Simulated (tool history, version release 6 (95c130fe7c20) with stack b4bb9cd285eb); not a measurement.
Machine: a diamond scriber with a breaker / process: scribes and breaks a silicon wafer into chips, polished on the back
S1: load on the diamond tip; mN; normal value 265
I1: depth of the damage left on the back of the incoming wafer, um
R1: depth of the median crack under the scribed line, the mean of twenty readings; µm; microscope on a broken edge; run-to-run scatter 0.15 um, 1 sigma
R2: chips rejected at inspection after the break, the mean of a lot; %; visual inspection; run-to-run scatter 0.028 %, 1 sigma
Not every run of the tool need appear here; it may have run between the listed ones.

Run 1, hour 0.0: usual settings but S1 322 mN; I1 0.03. Result: R1 15.34 µm, R2 1.68 %.
At hour 13.5: load on the tip recalibrated.
Run 2, hour 32.2: usual settings but S1 322 mN; I1 0.03. Result: R1 14.12 µm, R2 0.82 %.
Run 3, hour 61.3: usual settings but S1 322 mN; I1 0.05. Result: R1 14.20 µm, R2 0.88 %.
Run 4, hour 112.4: usual settings; I1 0.03. Result: R1 12.78 µm, R2 1.39 %.
Run 5, hour 174.8: usual settings but S1 204 mN; I1 0.02. Result: R1 11.43 µm, R2 5.51 %.
Run 6, hour 230.2: usual settings but S1 204 mN; I1 0.02. Result: R1 11.25 µm, R2 5.32 %.
Run 7, hour 273.4: usual settings but S1 204 mN; I1 0.01. Result: R1 11.16 µm, R2 5.24 %.
Run 8, hour 320.9: usual settings; I1 0.01. Result: R1 13.13 µm, R2 1.15 %.
Run 9, hour 509.3: usual settings; I1 0.02. Result: R1 13.41 µm, R2 0.82 %.
At hour 522.3: diamond tip replaced by a new one.
At hour 552.0: load on the tip recalibrated.
Run 10, hour 559.8: usual settings; I1 0.01. Result: R1 13.42 µm, R2 0.91 %.
Run 11, hour 619.2: usual settings but S1 243 mN; I1 0.02. Result: R1 12.61 µm, R2 1.56 %.
Run 12, hour 661.4: usual settings; I1 0.03. Result: R1 13.39 µm, R2 0.96 %.
Run 13, hour 707.2: usual settings; I1 0.01. Result: R1 13.39 µm, R2 0.93 %.
Run 14, hour 755.4: usual settings; I1 0.04. Result: R1 13.17 µm, R2 0.94 %.
Run 15, hour 795.4: usual settings but S1 247 mN; I1 0.02. Result: R1 12.92 µm, R2 1.67 %.
Run 16, hour 855.8: usual settings but S1 193 mN; I1 0.03. Result: R1 11.32 µm, R2 5.82 %.
Run 17, hour 924.8: usual settings; I1 0.02. Result: R1 13.12 µm, R2 0.94 %.
Run 18, hour 996.0: usual settings but S1 294 mN; I1 0.02. Result: R1 13.93 µm, R2 0.80 %.
Run 19, hour 1024.2: usual settings; I1 0.05. Result: R1 13.61 µm, R2 0.93 %.
At hour 1043.1: load on the tip recalibrated.
Run 20, hour 1081.1: usual settings but S1 192 mN; I1 0.04. Result: R1 10.79 µm, R2 7.85 %.
Run 21, hour 1178.5: usual settings but S1 304 mN; I1 0.03. Result: R1 13.97 µm, R2 0.72 %.
Run 22, hour 1212.6: usual settings but S1 289 mN; I1 0.01. Result: R1 13.51 µm, R2 0.82 %.
Run 23, hour 1269.5: usual settings; I1 0.02. Result: R1 13.20 µm, R2 1.27 %.
Run 24, hour 1325.8: usual settings but S1 211 mN; I1 0.05. Result: R1 11.67 µm, R2 4.37 %.
Run 25, hour 1357.2: usual settings but S1 341 mN; I1 0.04. Result: R1 15.42 µm, R2 1.65 %.
Run 26, hour 1382.7: usual settings; I1 0.04. Result: R1 13.31 µm, R2 0.98 %.
Run 27, hour 1429.8: usual settings; I1 0.02. Result: R1 13.15 µm, R2 1.02 %.
Run 28, hour 1471.1: usual settings but S1 215 mN; I1 0.04. Result: R1 11.75 µm, R2 3.29 %.
Run 29, hour 1503.8: usual settings but S1 333 mN; I1 0.04. Result: R1 14.78 µm, R2 1.76 %.
At hour 1516.3: load on the tip recalibrated.
Run 30, hour 1537.8: usual settings but S1 242 mN; I1 0.04. Result: R1 11.86 µm, R2 3.76 %.

List, for all runs, the conditions of the tool that the log does not record:
H1: share of the diamond tip's cutting effectiveness lost through wear, %
H2: deviation of the load on the tip from its setpoint, %
run    H1      H2
  1  12.1    13.4
  2  12.3    1.01
  3  12.4     1.7
  4  12.6    2.93
  5  12.9    4.43
  6  13.1    5.76
  7  13.2     6.8
  8  13.3    7.94
  9  13.6    12.5
 10  4.04   -1.34
 11  5.91  0.0881
 12  7.05     1.1
 13  8.14     2.2
 14  9.14    3.36
 15  9.88    4.32
 16  10.8    5.77
 17  11.7    7.43
 18  12.5    9.14
 19  12.8    9.82
 20  13.2    3.51
 21  13.9    5.85
 22  14.1    6.67
 23  14.3    8.03
 24  14.6    9.39
 25  14.7    10.1
 26  14.8    10.8
 27  14.9    11.9
 28    15    12.9
 29  15.1    13.7
 30  15.1  -0.205

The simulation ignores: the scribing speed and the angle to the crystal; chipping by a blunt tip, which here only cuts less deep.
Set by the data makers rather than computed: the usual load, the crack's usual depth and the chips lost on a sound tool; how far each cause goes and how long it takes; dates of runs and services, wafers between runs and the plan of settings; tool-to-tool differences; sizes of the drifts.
